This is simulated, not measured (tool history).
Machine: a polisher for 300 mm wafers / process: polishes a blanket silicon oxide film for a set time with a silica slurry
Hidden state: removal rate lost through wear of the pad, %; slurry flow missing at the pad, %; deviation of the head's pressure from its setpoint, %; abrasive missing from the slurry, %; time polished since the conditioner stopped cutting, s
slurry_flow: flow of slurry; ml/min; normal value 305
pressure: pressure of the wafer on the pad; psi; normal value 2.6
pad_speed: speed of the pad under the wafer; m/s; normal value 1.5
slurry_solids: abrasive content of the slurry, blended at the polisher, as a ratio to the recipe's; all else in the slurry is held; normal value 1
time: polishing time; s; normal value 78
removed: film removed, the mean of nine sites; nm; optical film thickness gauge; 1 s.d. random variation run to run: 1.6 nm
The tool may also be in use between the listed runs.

run,day,slurry_flow,pressure,pad_speed,slurry_solids,time,wafers since the last listed run,wafers polished on this pad,hours since the slurry nozzle was cleaned,hours since the head pressure was calibrated,hours since the slurry blender was calibrated,hours since the conditioning disc was replaced,"incoming thickness of the incoming film, nm",removed
1,0,305,2.6,1.5,1,78,0,471,38.1,317.5,44.5,235.3,1676.4,187.5
2,0.538,305,2.6,1.5,1,78,72,544,51,330.4,57.4,248.2,1665.4,189.5
3,0.817,305,2.6,1.5,1,78,37,582,57.7,337.1,64.1,254.9,1668.9,188.9
4,1.3,305,2.6,1.5,1,78,65,647,69.3,348.7,75.7,266.5,1673.7,188.5
# day 1.5: worn pad replaced by a new one
5,1.888,305,2.6,1.5,1,78,57,52,83.4,362.8,89.8,280.6,1663.7,185.2
6,2.279,305,2.6,1.5,1,78,53,105,92.8,372.2,99.2,290,1702.4,185.2
7,2.721,305,2.6,1.5,1,78,59,165,103.4,382.8,109.8,300.6,1656.7,185.7
8,3.133,305,2.6,1.5,1,78,55,221,113.3,392.7,119.7,310.5,1652,185.4
9,3.454,305,2.6,1.5,1,78,43,265,121,400.4,127.4,318.2,1673.3,182.4
10,4.029,305,2.6,1.5,1,78,77,343,134.8,414.2,141.2,332,1656.7,183.8
11,4.708,305,2.6,1.5,1,61,92,435,151.1,430.5,157.5,348.3,1675,143.1
12,5.267,305,2.6,1.5,1,61,75,511,164.5,443.9,170.9,361.7,1678.7,145.5
13,6.012,250,2.9,1.5,1,78,101,612,182.4,461.8,188.8,379.6,1676.9,203.4
14,6.271,305,2.6,1.5,1,78,35,647,188.6,468,195,385.8,1667.1,180.2
# day 6.617: worn pad replaced by a new one
15,6.696,265,2.6,1.5,1,58,35,10,198.8,478.2,205.2,396,1694.1,134.5
16,7.062,305,2.6,1.5,1,78,49,60,207.6,487,214,404.8,1671.9,184.7
# day 7.483: slurry blender recalibrated
# day 7.533: conditioning disc replaced and pad reconditioned
17,7.583,205,2.6,1.5,1.1,78,52,112,220.1,499.5,2.4,1.2,1647.9,194.6
18,7.908,265,2.6,1.5,1,58,44,157,227.9,507.3,10.2,9,1693,142.5
19,8.288,220,2.6,1.12,1,78,51,208,237,516.4,19.3,18.1,1666.4,153.2
# day 8.658: slurry nozzle cleaned
20,9.212,205,1.9,2,0.75,78,119,328,13.3,538.6,41.5,40.3,1666.3,147.9
21,9.767,350,2.9,1.02,0.75,78,75,403,26.6,551.9,54.8,53.6,1707.5,149.6
# day 10.067: head pressure recalibrated
22,10.304,305,2.6,1.5,1,78,61,465,39.5,5.7,67.7,66.5,1675,189.1
23,10.85,390,2.6,1.5,0.9,78,74,539,52.6,18.8,80.8,79.6,1677.1,182.9
24,11.408,260,2.6,1.06,1.2,78,75,614,66,32.2,94.2,93,1678.2,154.3
25,12.304,245,2.6,0.98,0.75,98,121,736,87.5,53.7,115.7,114.5,1687.5,154.4
# day 12.612: worn pad replaced by a new one
26,13.038,305,2.6,1.5,1,78,76,57,105.1,71.3,133.3,132.1,1650.9,184.2

What differs in the tool's unlogged condition from the final listed run ahead of each entry between runs to the first listed run following it?
After run 4, before run 5: worn pad replaced by a new one (day 1.5)
  abrasive missing from the slurry, %: 13.5 -> 14.6
  what was measured, less what the result would be without the hidden state, removed: -9.4 -> -10.1 nm
After run 14, before run 15: worn pad replaced by a new one (day 6.617)
  abrasive missing from the slurry, %: 18.3 -> 18.4
  what was measured, less what the result would be without the hidden state, removed: -12.5 -> -9.4 nm
After run 16, before run 17: slurry blender recalibrated (day 7.483); conditioning disc replaced and pad reconditioned (day 7.533)
  abrasive missing from the slurry, %: 18.5 -> 1.28
  what was measured, less what the result would be without the hidden state, removed: -13.1 -> -0.8 nm
After run 19, before run 20: slurry nozzle cleaned (day 8.658)
  abrasive missing from the slurry, %: 5.17 -> 8.97
  what was measured, less what the result would be without the hidden state, removed: -2.8 -> -5.2 nm
After run 21, before run 22: head pressure recalibrated (day 10.067)
  abrasive missing from the slurry, %: 10.7 -> 12.1
  what was measured, less what the result would be without the hidden state, removed: -6.4 -> -8.3 nm
After run 25, before run 26: worn pad replaced by a new one (day 12.612)
  abrasive missing from the slurry, %: 15.4 -> 16.1
  what was measured, less what the result would be without the hidden state, removed: -9.8 -> -11.1 nm
